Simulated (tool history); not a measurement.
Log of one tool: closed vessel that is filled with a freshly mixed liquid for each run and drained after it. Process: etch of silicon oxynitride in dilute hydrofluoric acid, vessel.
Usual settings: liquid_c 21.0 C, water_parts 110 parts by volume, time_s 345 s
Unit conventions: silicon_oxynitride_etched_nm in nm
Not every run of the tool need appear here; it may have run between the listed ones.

| run | hour | liquid_c | water_parts | time_s | wafers since the last listed run | hours since the thermometer was replaced | hours since the hydrofluoric acid flow meter was replaced | hours since the gauge calibration | read-back film thickness of the silicon oxynitride reference wafer, read on the same gauge (nm) | silicon_oxynitride_etched_nm |
|---|---|---|---|---|---|---|---|---|---|---|
| 1 | 0.0 | 21.0 | 140 | 345 | 0 | 977.7 | 1097.6 | 230.3 | 29.99 | 6.59 |
| 2 | 31.5 | 22.5 | 110 | 345 | 2613 | 1009.2 | 1129.1 | 261.8 | 30.00 | 9.20 |
| 3 | 61.6 | 23.5 | 110 | 265 | 2497 | 1039.3 | 1159.2 | 291.9 | 30.03 | 7.40 |
| 4 | 93.2 | 23.5 | 110 | 265 | 2621 | 1070.9 | 1190.8 | 323.5 | 29.94 | 7.34 |
| 5 | 110.3 | 23.5 | 110 | 265 | 1418 | 1088.0 | 1207.9 | 340.6 | 29.96 | 7.28 |
| 6 | 124.4 | 21.0 | 150 | 345 | 1169 | 1102.1 | 1222.0 | 354.7 | 30.03 | 6.09 |
| 7 | 140.5 | 21.0 | 150 | 345 | 1335 | 1118.2 | 1238.1 | 370.8 | 30.00 | 5.95 |
| 8 | 154.9 | 21.0 | 150 | 345 | 1194 | 1132.6 | 1252.5 | 385.2 | 30.02 | 6.00 |
|  | 172.6 | gauge calibrated |
|  | 237.6 | thermometer replaced |
| 9 | 242.7 | 21.0 | 110 | 345 | 7202 | 5.1 | 1340.3 | 70.1 | 30.00 | 8.63 |
| 10 | 264.9 | 21.0 | 110 | 345 | 1842 | 27.3 | 1362.5 | 92.3 | 30.05 | 8.57 |
| 11 | 283.5 | 21.0 | 110 | 205 | 1543 | 45.9 | 1381.1 | 110.9 | 30.03 | 5.10 |
| 12 | 301.1 | 21.0 | 60 | 155 | 1460 | 63.5 | 1398.7 | 128.5 | 30.07 | 7.44 |
| 13 | 327.3 | 21.0 | 110 | 345 | 2173 | 89.7 | 1424.9 | 154.7 | 29.98 | 8.60 |
|  | 351.1 | hydrofluoric acid flow meter replaced |
| 14 | 354.9 | 21.0 | 80 | 200 | 2207 | 117.3 | 3.8 | 182.3 | 30.02 | 6.94 |
| 15 | 428.4 | 22.5 | 85 | 345 | 6098 | 190.8 | 77.3 | 255.8 | 29.98 | 12.15 |
| 16 | 446.6 | 21.0 | 110 | 345 | 1510 | 209.0 | 95.5 | 274.0 | 30.00 | 8.39 |
| 17 | 462.9 | 17.0 | 145 | 485 | 1352 | 225.3 | 111.8 | 290.3 | 29.99 | 7.16 |
| 18 | 478.7 | 19.0 | 130 | 430 | 1310 | 241.1 | 127.6 | 306.1 | 30.02 | 8.08 |
| 19 | 491.0 | 18.5 | 85 | 345 | 1020 | 253.4 | 139.9 | 318.4 | 29.99 | 9.98 |
| 20 | 506.0 | 17.5 | 60 | 345 | 1244 | 268.4 | 154.9 | 333.4 | 30.01 | 13.41 |
|  | 515.6 | gauge calibrated |
| 21 | 522.2 | 21.0 | 110 | 345 | 1344 | 284.6 | 171.1 | 6.6 | 29.99 | 8.65 |
| 22 | 550.9 | 24.0 | 110 | 345 | 2381 | 313.3 | 199.8 | 35.3 | 29.97 | 9.87 |

What if the next run were any one of these 5? Each begins from the tool's condition after run 22:
| A | 551.6 | 17.5 | 110 | 345 | 58 | 314.0 | 200.5 | 36.0 | ? | ? |
| B | 551.6 | 21.0 | 110 | 485 | 58 | 314.0 | 200.5 | 36.0 | ? | ? |
| C | 551.6 | 21.0 | 70 | 345 | 58 | 314.0 | 200.5 | 36.0 | ? | ? |
| D | 551.6 | 24.0 | 110 | 210 | 58 | 314.0 | 200.5 | 36.0 | ? | ? |
| E | 551.6 | 19.0 | 150 | 525 | 58 | 314.0 | 200.5 | 36.0 | ? | ? |

| run | read-back film thickness of the silicon oxynitride reference wafer, read on the same gauge (nm) | silicon_oxynitride_etched_nm |
|---|---|---|
| A | 30.00 | 7.12 |
| B | 30.00 | 11.88 |
| C | 30.00 | 13.69 |
| D | 30.00 | 5.93 |
| E | 30.00 | 8.33 |
Without the tool's unlogged condition, the same runs would have read:
| run | silicon_oxynitride_etched_nm |
|---|---|
| A | 7.12 |
| B | 11.88 |
| C | 13.69 |
| D | 5.93 |
| E | 8.33 |

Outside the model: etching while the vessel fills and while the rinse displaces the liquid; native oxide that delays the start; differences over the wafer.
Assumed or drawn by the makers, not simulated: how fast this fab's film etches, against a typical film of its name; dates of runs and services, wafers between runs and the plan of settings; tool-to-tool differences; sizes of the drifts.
